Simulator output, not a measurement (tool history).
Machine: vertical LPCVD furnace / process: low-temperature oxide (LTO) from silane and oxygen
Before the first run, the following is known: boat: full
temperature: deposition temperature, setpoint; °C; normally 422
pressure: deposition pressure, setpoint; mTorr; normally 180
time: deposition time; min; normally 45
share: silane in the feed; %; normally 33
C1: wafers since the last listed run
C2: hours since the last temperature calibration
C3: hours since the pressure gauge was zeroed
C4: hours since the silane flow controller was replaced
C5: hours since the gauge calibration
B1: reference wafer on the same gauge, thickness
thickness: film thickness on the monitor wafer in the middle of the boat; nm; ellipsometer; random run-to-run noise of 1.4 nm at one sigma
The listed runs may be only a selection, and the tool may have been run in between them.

{"run": 1, "hour": 0.0, "temperature": 422, "pressure": 180, "time": 45, "share": 33, "C1": 0, "C2": 1211.9, "C3": 1308.9, "C4": 2852.9, "C5": 160.3, "B1": 399.31, "thickness": 356.46}
{"run": 2, "hour": 34.1, "temperature": 422, "pressure": 180, "time": 45, "share": 33, "C1": 367, "C2": 1246, "C3": 1343, "C4": 2887, "C5": 194.4, "B1": 400.09, "thickness": 355.92}
{"run": 3, "hour": 90.6, "temperature": 422, "pressure": 180, "time": 45, "share": 33, "C1": 608, "C2": 1302.5, "C3": 1399.5, "C4": 2943.5, "C5": 250.9, "B1": 399.98, "thickness": 357.15}
{"run": 4, "hour": 142.9, "temperature": 422, "pressure": 205, "time": 45, "share": 33, "C1": 563, "C2": 1354.8, "C3": 1451.8, "C4": 2995.8, "C5": 303.2, "B1": 400.32, "thickness": 404.92}
{"run": 5, "hour": 194.9, "temperature": 425, "pressure": 180, "time": 45, "share": 32, "C1": 559, "C2": 1406.8, "C3": 1503.8, "C4": 3047.8, "C5": 355.2, "B1": 400.07, "thickness": 351.21}
{"run": 6, "hour": 250.9, "temperature": 425, "pressure": 180, "time": 45, "share": 32, "C1": 602, "C2": 1462.8, "C3": 1559.8, "C4": 3103.8, "C5": 411.2, "B1": 400.54, "thickness": 350.79}
{"run": 7, "hour": 303.8, "temperature": 425, "pressure": 180, "time": 45, "share": 32, "C1": 569, "C2": 1515.7, "C3": 1612.7, "C4": 3156.7, "C5": 464.1, "B1": 400.29, "thickness": 353.18}
{"run": 8, "hour": 368.9, "temperature": 422, "pressure": 180, "time": 45, "share": 33, "C1": 700, "C2": 1580.8, "C3": 1677.8, "C4": 3221.8, "C5": 529.2, "B1": 399.71, "thickness": 353.91}
{"run": 9, "hour": 432.2, "temperature": 422, "pressure": 180, "time": 45, "share": 33, "C1": 681, "C2": 1644.1, "C3": 1741.1, "C4": 3285.1, "C5": 592.5, "B1": 400.02, "thickness": 355.09}
{"run": 10, "hour": 471.4, "temperature": 422, "pressure": 180, "time": 45, "share": 33, "C1": 421, "C2": 1683.3, "C3": 1780.3, "C4": 3324.3, "C5": 631.7, "B1": 399.27, "thickness": 352.47}
{"run": 11, "hour": 523.0, "temperature": 422, "pressure": 180, "time": 45, "share": 33, "C1": 555, "C2": 1734.9, "C3": 1831.9, "C4": 3375.9, "C5": 683.3, "B1": 400.32, "thickness": 353.52}
{"hour": 577.7, "done": "gauge calibrated"}
{"hour": 582.7, "done": "thermocouples replaced and temperature profile calibrated"}
{"hour": 596.7, "done": "silane flow controller replaced"}
{"run": 12, "hour": 614.5, "temperature": 422, "pressure": 145, "time": 45, "share": 33, "C1": 575, "C2": 31.8, "C3": 1923.4, "C4": 17.8, "C5": 36.8, "B1": 400.48, "thickness": 286.35}
{"run": 13, "hour": 670.6, "temperature": 422, "pressure": 165, "time": 37.5, "share": 29, "C1": 603, "C2": 87.9, "C3": 1979.5, "C4": 73.9, "C5": 92.9, "B1": 399.85, "thickness": 226.14}
{"hour": 722.6, "done": "pressure gauge zeroed"}
{"run": 14, "hour": 723.1, "temperature": 422, "pressure": 180, "time": 59, "share": 38, "C1": 306, "C2": 140.4, "C3": 0.5, "C4": 126.4, "C5": 145.4, "B1": 399.37, "thickness": 555.83}
{"run": 15, "hour": 740.4, "temperature": 431, "pressure": 220, "time": 61, "share": 37, "C1": 186, "C2": 157.7, "C3": 17.8, "C4": 143.7, "C5": 162.7, "B1": 400.01, "thickness": 743.5}
{"run": 16, "hour": 805.4, "temperature": 422, "pressure": 180, "time": 45, "share": 33, "C1": 699, "C2": 222.7, "C3": 82.8, "C4": 208.7, "C5": 227.7, "B1": 399.78, "thickness": 354.23}
{"run": 17, "hour": 862.6, "temperature": 422, "pressure": 180, "time": 63, "share": 33, "C1": 615, "C2": 279.9, "C3": 140, "C4": 265.9, "C5": 284.9, "B1": 399.89, "thickness": 499.18}
{"run": 18, "hour": 933.6, "temperature": 422, "pressure": 180, "time": 59.5, "share": 33, "C1": 764, "C2": 350.9, "C3": 211, "C4": 336.9, "C5": 355.9, "B1": 399.87, "thickness": 467.93}
{"run": 19, "hour": 980.9, "temperature": 422, "pressure": 200, "time": 62.5, "share": 33, "C1": 509, "C2": 398.2, "C3": 258.3, "C4": 384.2, "C5": 403.2, "B1": 400.12, "thickness": 547.6}
{"run": 20, "hour": 1042.2, "temperature": 432, "pressure": 180, "time": 45, "share": 38, "C1": 659, "C2": 459.5, "C3": 319.6, "C4": 445.5, "C5": 464.5, "B1": 400.22, "thickness": 467.31}

Below are 5 alternative next runs, each starting from the tool's condition after run 20. Predict each:
{"run": "A", "hour": 1047.9, "temperature": 415, "pressure": 180, "time": 45, "share": 33, "C1": 61, "C2": 465.2, "C3": 325.3, "C4": 451.2, "C5": 470.2, "B1": "?", "thickness": "?"}
{"run": "B", "hour": 1047.9, "temperature": 413, "pressure": 220, "time": 40, "share": 27, "C1": 61, "C2": 465.2, "C3": 325.3, "C4": 451.2, "C5": 470.2, "B1": "?", "thickness": "?"}
{"run": "C", "hour": 1047.9, "temperature": 422, "pressure": 180, "time": 62.5, "share": 31, "C1": 61, "C2": 465.2, "C3": 325.3, "C4": 451.2, "C5": 470.2, "B1": "?", "thickness": "?"}
{"run": "D", "hour": 1047.9, "temperature": 430, "pressure": 195, "time": 53, "share": 33, "C1": 61, "C2": 465.2, "C3": 325.3, "C4": 451.2, "C5": 470.2, "B1": "?", "thickness": "?"}
{"run": "E", "hour": 1047.9, "temperature": 413, "pressure": 200, "time": 62.5, "share": 29, "C1": 61, "C2": 465.2, "C3": 325.3, "C4": 451.2, "C5": 470.2, "B1": "?", "thickness": "?"}

run=A B1=399.68 thickness=330.23
run=B B1=399.68 thickness=263.41
run=C B1=399.68 thickness=454.7
run=D B1=399.68 thickness=494.59
run=E B1=399.68 thickness=415.82
The same runs, with their run-to-run variation unchanged, on a tool lacking any hidden condition would have given:
run=A thickness=330.23
run=B thickness=263.41
run=C thickness=454.7
run=D thickness=494.59
run=E thickness=415.82
